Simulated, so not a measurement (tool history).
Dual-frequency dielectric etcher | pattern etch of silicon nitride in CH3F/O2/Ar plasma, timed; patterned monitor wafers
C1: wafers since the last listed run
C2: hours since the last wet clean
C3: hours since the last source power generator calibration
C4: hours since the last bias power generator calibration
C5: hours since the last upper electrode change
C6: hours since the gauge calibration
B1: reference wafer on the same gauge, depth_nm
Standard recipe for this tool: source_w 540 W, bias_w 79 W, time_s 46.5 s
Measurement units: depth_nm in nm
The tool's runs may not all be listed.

Run 1, hour 0.0: usual settings; C1 0; C2 481.3; C3 3347.3; C4 3991.1; C5 2478.7; C6 20.8; B1 34.29. Result: depth_nm 36.31 nm.
Run 2, hour 15.1: usual settings; C1 214; C2 496.4; C3 3362.4; C4 4006.2; C5 2493.8; C6 35.9; B1 34.30. Result: depth_nm 36.47 nm.
Run 3, hour 26.1: usual settings; C1 156; C2 507.4; C3 3373.4; C4 4017.2; C5 2504.8; C6 46.9; B1 34.30. Result: depth_nm 36.43 nm.
Run 4, hour 33.2: usual settings; C1 100; C2 514.5; C3 3380.5; C4 4024.3; C5 2511.9; C6 54.0; B1 34.30. Result: depth_nm 36.46 nm.
Run 5, hour 39.7: usual settings; C1 92; C2 521.0; C3 3387.0; C4 4030.8; C5 2518.4; C6 60.5; B1 34.31. Result: depth_nm 36.46 nm.
At hour 66.3: wet clean of the chamber.
Run 6, hour 66.8: usual settings; C1 44; C2 0.5; C3 3414.1; C4 4057.9; C5 2545.5; C6 87.6; B1 34.32. Result: depth_nm 35.03 nm.
At hour 68.5: gauge calibrated.
At hour 71.2: source power generator calibrated.
Run 7, hour 71.7: usual settings; C1 12; C2 5.4; C3 0.5; C4 4062.8; C5 2550.4; C6 3.2; B1 34.31. Result: depth_nm 35.12 nm.
Run 8, hour 74.8: usual settings; C1 44; C2 8.5; C3 3.6; C4 4065.9; C5 2553.5; C6 6.3; B1 34.31. Result: depth_nm 35.13 nm.

Run 9, settings as shown, results not yet in. Your forecast:
At hour 90.0: bias power generator calibrated.
At hour 99.9: upper electrode replaced.
Run 9, hour 100.4: usual settings; C1 166; C2 34.1; C3 29.2; C4 10.4; C5 0.5; C6 31.9; B1 ?. Result: depth_nm ?.

B1: 34.29
depth_nm: 35.13 nm
Were there no unlogged condition in the tool, this run, its random variation unchanged, would have produced depth_nm 35.15 nm.
